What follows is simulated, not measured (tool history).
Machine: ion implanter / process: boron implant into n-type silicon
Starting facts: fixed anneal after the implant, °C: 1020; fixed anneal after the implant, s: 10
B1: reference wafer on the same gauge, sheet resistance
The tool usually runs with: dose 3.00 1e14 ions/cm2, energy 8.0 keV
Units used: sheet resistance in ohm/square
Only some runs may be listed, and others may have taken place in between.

run 1 hour=0.0 | dose=3.00 energy=7.0 | B1=290.95 | sheet_resistance=357.88
run 2 hour=50.1 | dose=3.00 energy=7.0 | B1=290.99 | sheet_resistance=357.54
run 3 hour=100.4 | dose=3.00 energy=7.0 | B1=291.02 | sheet_resistance=356.87
run 4 hour=147.3 | dose=3.00 energy=8.0 | B1=291.03 | sheet_resistance=351.75
run 5 hour=192.7 | dose=3.00 energy=8.0 | B1=290.93 | sheet_resistance=349.79
run 6 hour=225.9 | dose=3.00 energy=8.0 | B1=290.96 | sheet_resistance=349.74
run 7 hour=270.3 | dose=3.00 energy=8.0 | B1=290.94 | sheet_resistance=351.03
run 8 hour=331.3 | dose=3.29 energy=8.0 | B1=291.05 | sheet_resistance=322.33
run 9 hour=364.1 | dose=3.29 energy=8.0 | B1=291.03 | sheet_resistance=323.40
-- hour=445.3 gauge calibrated
run 10 hour=571.9 | dose=3.29 energy=8.0 | B1=291.01 | sheet_resistance=323.34
run 11 hour=596.5 | dose=3.25 energy=8.0 | B1=291.13 | sheet_resistance=326.62
-- hour=621.0 extraction supply calibrated
run 12 hour=666.4 | dose=2.20 energy=8.0 | B1=290.94 | sheet_resistance=453.21
run 13 hour=696.7 | dose=3.00 energy=8.0 | B1=290.96 | sheet_resistance=349.14
run 14 hour=766.4 | dose=3.00 energy=10.5 | B1=290.83 | sheet_resistance=337.63
-- hour=778.0 Faraday cup replaced and dose calibrated
run 15 hour=801.0 | dose=2.64 energy=9.0 | B1=290.97 | sheet_resistance=389.03
run 16 hour=854.6 | dose=3.00 energy=10.0 | B1=291.08 | sheet_resistance=344.52
run 17 hour=896.3 | dose=3.79 energy=8.0 | B1=291.00 | sheet_resistance=289.41
run 18 hour=947.8 | dose=3.50 energy=9.5 | B1=290.98 | sheet_resistance=303.16
run 19 hour=993.3 | dose=3.00 energy=9.0 | B1=291.08 | sheet_resistance=347.25
run 20 hour=1042.6 | dose=3.30 energy=8.0 | B1=291.00 | sheet_resistance=324.82
run 21 hour=1097.7 | dose=3.00 energy=5.5 | B1=290.82 | sheet_resistance=367.33
run 22 hour=1122.3 | dose=3.34 energy=7.0 | B1=291.01 | sheet_resistance=325.63
run 23 hour=1157.6 | dose=2.64 energy=9.0 | B1=291.14 | sheet_resistance=385.50

Measured less the same run without the tool's hidden state. The same run-to-run variation is in both; the gauge's scatter may not be:
What the log doesn't record here: deviation of the true dose from the Faraday cup's reading, %; deviation of the true energy from its setpoint, %; gauge reads high (%).
run=1 sheet_resistance=-3.90
run=2 sheet_resistance=-4.27
run=3 sheet_resistance=-4.58
run=4 sheet_resistance=-4.74
run=5 sheet_resistance=-4.92
run=6 sheet_resistance=-5.07
run=7 sheet_resistance=-5.25
run=8 sheet_resistance=-5.06
run=9 sheet_resistance=-5.16
run=10 sheet_resistance=-5.56
run=11 sheet_resistance=-5.65
run=12 sheet_resistance=-7.60
run=13 sheet_resistance=-6.11
run=14 sheet_resistance=-5.87
run=15 sheet_resistance=-0.20
run=16 sheet_resistance=-1.16
run=17 sheet_resistance=-1.58
run=18 sheet_resistance=-2.27
run=19 sheet_resistance=-3.16
run=20 sheet_resistance=-3.51
run=21 sheet_resistance=-4.50
run=22 sheet_resistance=-4.25
run=23 sheet_resistance=-5.15
